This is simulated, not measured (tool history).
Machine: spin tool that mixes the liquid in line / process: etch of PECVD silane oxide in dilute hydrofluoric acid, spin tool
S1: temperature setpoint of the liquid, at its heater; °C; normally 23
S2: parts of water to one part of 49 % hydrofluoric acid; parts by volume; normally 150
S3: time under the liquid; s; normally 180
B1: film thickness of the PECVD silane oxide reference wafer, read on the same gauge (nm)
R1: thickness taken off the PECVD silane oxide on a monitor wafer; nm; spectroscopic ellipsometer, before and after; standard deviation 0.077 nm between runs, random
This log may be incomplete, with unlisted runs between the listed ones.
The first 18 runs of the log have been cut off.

-- hour=889.6 hydrofluoric acid flow meter replaced
run 19 hour=904.9 | S1=21 S2=110 S3=180 | B1=49.99 | R1=21.02
run 20 hour=965.5 | S1=23 S2=150 S3=180 | B1=50.01 | R1=15.82
run 21 hour=1010.2 | S1=23 S2=150 S3=180 | B1=49.99 | R1=15.68
run 22 hour=1068.8 | S1=23 S2=150 S3=180 | B1=50 | R1=15.75
-- hour=1088.4 thermometer replaced
run 23 hour=1246.7 | S1=19 S2=115 S3=270 | B1=50.02 | R1=27.47
run 24 hour=1280.1 | S1=27 S2=200 S3=110 | B1=50.02 | R1=7.95
run 25 hour=1311.5 | S1=27.5 S2=180 S3=180 | B1=50 | R1=15.02
run 26 hour=1368.4 | S1=23 S2=150 S3=180 | B1=49.99 | R1=15.71
run 27 hour=1417.6 | S1=23 S2=80 S3=210 | B1=50 | R1=37.48
run 28 hour=1467.7 | S1=23 S2=150 S3=180 | B1=50.02 | R1=15.79
run 29 hour=1507.5 | S1=21.5 S2=115 S3=180 | B1=50 | R1=20.19
run 30 hour=1546.8 | S1=25.5 S2=180 S3=245 | B1=50 | R1=18.94
run 31 hour=1609.9 | S1=23 S2=150 S3=180 | B1=50 | R1=15.73
run 32 hour=1635.1 | S1=23 S2=90 S3=180 | B1=50.02 | R1=28.09

Here are 5 independent what-if runs from the current tool condition. What would each one return?
run A hour=1635.6 | S1=18.5 S2=150 S3=180 | B1=? | R1=?
run B hour=1635.6 | S1=28 S2=150 S3=265 | B1=? | R1=?
run C hour=1635.6 | S1=23 S2=220 S3=180 | B1=? | R1=?
run D hour=1635.6 | S1=28 S2=90 S3=225 | B1=? | R1=?
run E hour=1635.6 | S1=19.5 S2=180 S3=145 | B1=? | R1=?

run=A B1=50 R1=13.21
run=B B1=50 R1=28.05
run=C B1=50 R1=9.99
run=D B1=50 R1=42.94
run=E B1=50 R1=8.96
Without the tool's unlogged condition, the same runs would have read:
run=A R1=13.21
run=B R1=28.05
run=C R1=9.99
run=D R1=42.94
run=E R1=8.96
